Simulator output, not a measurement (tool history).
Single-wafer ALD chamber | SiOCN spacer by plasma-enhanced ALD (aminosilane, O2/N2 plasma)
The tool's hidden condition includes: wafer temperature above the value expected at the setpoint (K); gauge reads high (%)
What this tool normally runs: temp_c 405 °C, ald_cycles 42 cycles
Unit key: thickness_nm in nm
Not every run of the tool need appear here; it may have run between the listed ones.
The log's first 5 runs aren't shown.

run    hour  temp_c  ald_cycles  wafers since the last listed run  hours since the last thermocouple change  hours since the gauge calibration  read-back reference wafer on the same gauge, thickness_nm  thickness_nm
  6   312.9     409          38                               202                                    1280.3                             1949.7                                                       2.51         2.128
  7   386.2     414          42                               293                                    1353.6                               2023                                                       2.51         2.317
  8   471.1     414          42                               339                                    1438.5                             2107.9                                                      2.509         2.317
  9   577.1     414          42                               423                                    1544.5                             2213.9                                                      2.509         2.322
 10   639.9     405          42                               251                                    1607.3                             2276.7                                                       2.51         2.365
 11   708.6     405          42                               274                                      1676                             2345.4                                                      2.508         2.384
 12   764.1     405          42                               221                                    1731.5                             2400.9                                                      2.509          2.37
 13   869.4     397          42                               421                                    1836.8                             2506.2                                                      2.511         2.407
 14   972.4     397          42                               411                                    1939.8                             2609.2                                                      2.508         2.412
 15  1016.1     405          42                               174                                    1983.5                             2652.9                                                      2.507         2.358
 16  1122.5     405          42                               425                                    2089.9                             2759.3                                                      2.508         2.356
     1167.5  -- gauge calibrated
 17  1217.3     405          42                               379                                    2184.7                               49.8                                                      2.512         2.363
 18  1295.6     405          42                               313                                      2263                              128.1                                                      2.509         2.393
 19  1402.4     419          49                               427                                    2369.8                              234.9                                                       2.51         2.664
 20  1507.6     417          39                               420                                      2475                              340.1                                                       2.51         2.143

For run 21, what comes out?
 21  1607.4     398          37                               399                                    2574.8                              439.9                                                          ?             ?

read-back reference wafer on the same gauge, thickness_nm: 2.511
thickness_nm: 2.132 nm
Were there no unlogged condition in the tool, this run, its random variation unchanged, would have produced thickness_nm 2.132 nm.

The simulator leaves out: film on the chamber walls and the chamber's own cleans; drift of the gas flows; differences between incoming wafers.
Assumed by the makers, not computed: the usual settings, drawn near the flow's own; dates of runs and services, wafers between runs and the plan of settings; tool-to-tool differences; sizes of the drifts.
